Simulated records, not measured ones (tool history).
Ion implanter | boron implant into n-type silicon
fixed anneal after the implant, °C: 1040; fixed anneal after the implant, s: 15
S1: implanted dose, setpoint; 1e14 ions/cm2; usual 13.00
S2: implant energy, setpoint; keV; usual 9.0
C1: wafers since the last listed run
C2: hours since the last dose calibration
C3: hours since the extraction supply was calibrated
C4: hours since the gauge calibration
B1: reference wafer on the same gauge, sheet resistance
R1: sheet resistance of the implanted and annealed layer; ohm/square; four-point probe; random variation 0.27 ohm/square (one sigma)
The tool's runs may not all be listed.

run 1 day=0.000 | S1=13.00 S2=10.0 | C1=0 C2=232.6 C3=3203.4 C4=307.5 | B1=133.01 | R1=108.54
run 2 day=1.512 | S1=13.00 S2=9.0 | C1=946 C2=268.9 C3=3239.7 C4=343.8 | B1=133.01 | R1=111.76
run 3 day=5.942 | S1=13.00 S2=9.0 | C1=2772 C2=375.2 C3=3346.0 C4=450.1 | B1=132.93 | R1=111.46
run 4 day=8.996 | S1=13.95 S2=7.0 | C1=1911 C2=448.5 C3=3419.3 C4=523.4 | B1=132.85 | R1=116.68
-- day=13.258 extraction supply calibrated
run 5 day=13.558 | S1=13.95 S2=7.0 | C1=2647 C2=558.0 C3=7.2 C4=632.9 | B1=133.03 | R1=116.62
-- day=15.071 Faraday cup replaced and dose calibrated
run 6 day=16.238 | S1=13.95 S2=7.0 | C1=1468 C2=28.0 C3=71.5 C4=697.2 | B1=132.84 | R1=116.35
run 7 day=18.404 | S1=13.00 S2=9.0 | C1=1356 C2=80.0 C3=123.5 C4=749.2 | B1=132.92 | R1=111.29
-- day=18.508 gauge calibrated
run 8 day=21.025 | S1=16.34 S2=7.0 | C1=1640 C2=142.9 C3=186.4 C4=60.4 | B1=133.02 | R1=110.29
run 9 day=23.608 | S1=13.99 S2=10.5 | C1=1616 C2=204.9 C3=248.4 C4=122.4 | B1=132.95 | R1=102.52
run 10 day=27.283 | S1=13.00 S2=10.0 | C1=2300 C2=293.1 C3=336.6 C4=210.6 | B1=133.02 | R1=108.85
run 11 day=29.371 | S1=13.00 S2=10.0 | C1=1306 C2=343.2 C3=386.7 C4=260.7 | B1=133.03 | R1=109.04
run 12 day=31.700 | S1=15.52 S2=11.0 | C1=1457 C2=399.1 C3=442.6 C4=316.6 | B1=133.08 | R1=96.27
run 13 day=34.354 | S1=11.24 S2=10.0 | C1=1661 C2=462.8 C3=506.3 C4=380.3 | B1=132.91 | R1=118.86
run 14 day=37.792 | S1=13.00 S2=9.0 | C1=2151 C2=545.3 C3=588.8 C4=462.8 | B1=133.03 | R1=111.83

5 ways to go on from here, each from the tool as it stands after run 14. What would each give?
run A day=37.808 | S1=13.00 S2=9.0 | C1=10 C2=545.7 C3=589.2 C4=463.2 | B1=? | R1=?
run B day=37.808 | S1=10.20 S2=6.5 | C1=10 C2=545.7 C3=589.2 C4=463.2 | B1=? | R1=?
run C day=37.808 | S1=11.09 S2=7.0 | C1=10 C2=545.7 C3=589.2 C4=463.2 | B1=? | R1=?
run D day=37.808 | S1=10.04 S2=11.0 | C1=10 C2=545.7 C3=589.2 C4=463.2 | B1=? | R1=?
run E day=37.808 | S1=15.33 S2=12.0 | C1=10 C2=545.7 C3=589.2 C4=463.2 | B1=? | R1=?

run=A B1=133.03 R1=111.66
run=B B1=133.03 R1=139.29
run=C B1=133.03 R1=130.15
run=D B1=133.03 R1=127.27
run=E B1=133.03 R1=94.16
Without the tool's hidden state the same runs would have given:
run=A R1=111.66
run=B R1=139.29
run=C R1=130.15
run=D R1=127.27
run=E R1=94.16
